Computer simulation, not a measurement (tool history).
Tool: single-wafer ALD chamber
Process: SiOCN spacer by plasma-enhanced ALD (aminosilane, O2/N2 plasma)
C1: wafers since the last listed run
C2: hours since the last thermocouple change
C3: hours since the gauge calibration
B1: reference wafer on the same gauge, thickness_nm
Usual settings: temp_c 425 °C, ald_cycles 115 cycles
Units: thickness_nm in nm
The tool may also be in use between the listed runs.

Run 1, hour 0.0: usual settings but temp_c 418 °C, ald_cycles 102 cycles; C1 0; C2 2043.7; C3 387.4; B1 6.982. Result: thickness_nm 5.437 nm.
Run 2, hour 121.8: usual settings but temp_c 418 °C, ald_cycles 102 cycles; C1 321; C2 2165.5; C3 509.2; B1 7.016. Result: thickness_nm 5.485 nm.
Run 3, hour 153.9: usual settings but temp_c 429 °C, ald_cycles 105 cycles; C1 84; C2 2197.6; C3 541.3; B1 7.028. Result: thickness_nm 5.480 nm.
Run 4, hour 195.9: usual settings but temp_c 434 °C; C1 110; C2 2239.6; C3 583.3; B1 7.047. Result: thickness_nm 5.929 nm.
Run 5, hour 227.6: usual settings but temp_c 434 °C; C1 83; C2 2271.3; C3 615.0; B1 7.053. Result: thickness_nm 5.939 nm.
Run 6, hour 266.3: usual settings; C1 102; C2 2310.0; C3 653.7; B1 7.075. Result: thickness_nm 6.109 nm.
Run 7, hour 298.9: usual settings; C1 85; C2 2342.6; C3 686.3; B1 7.090. Result: thickness_nm 6.138 nm.
Run 8, hour 332.8: usual settings; C1 89; C2 2376.5; C3 720.2; B1 7.105. Result: thickness_nm 6.157 nm.
At hour 337.7: gauge calibrated.
At hour 360.1: thermocouple changed; heater temperature recalibrated.
Run 9, hour 399.8: usual settings but temp_c 413 °C, ald_cycles 105 cycles; C1 155; C2 39.7; C3 62.1; B1 6.945. Result: thickness_nm 5.675 nm.
Run 10, hour 425.5: usual settings but temp_c 440 °C, ald_cycles 135 cycles; C1 67; C2 65.4; C3 87.8; B1 6.938. Result: thickness_nm 6.735 nm.
Run 11, hour 466.8: usual settings but temp_c 418 °C, ald_cycles 132 cycles; C1 108; C2 106.7; C3 129.1; B1 6.946. Result: thickness_nm 7.040 nm.
Run 12, hour 507.8: usual settings but temp_c 436 °C, ald_cycles 101 cycles; C1 108; C2 147.7; C3 170.1; B1 6.947. Result: thickness_nm 5.081 nm.
Run 13, hour 578.5: usual settings but temp_c 433 °C, ald_cycles 99 cycles; C1 186; C2 218.4; C3 240.8; B1 6.960. Result: thickness_nm 5.048 nm.
Run 14, hour 635.1: usual settings but temp_c 410 °C, ald_cycles 93 cycles; C1 149; C2 275.0; C3 297.4; B1 6.966. Result: thickness_nm 5.097 nm.
Run 15, hour 681.7: usual settings; C1 122; C2 321.6; C3 344.0; B1 6.973. Result: thickness_nm 6.024 nm.
Run 16, hour 730.7: usual settings but temp_c 429 °C; C1 129; C2 370.6; C3 393.0; B1 6.995. Result: thickness_nm 5.957 nm.

The tool's hidden state at each run:
wafer temperature above the value expected at the setpoint (K): 0 in every run
H1: gauge reads high (%)
run       H1
  1     0.44
  2    0.968
  3     1.13
  4     1.36
  5     1.54
  6     1.78
  7     1.99
  8     2.22
  9   -0.145
 10   -0.127
 11  -0.0835
 12  -0.0242
 13    0.116
 14    0.263
 15    0.408
 16    0.582
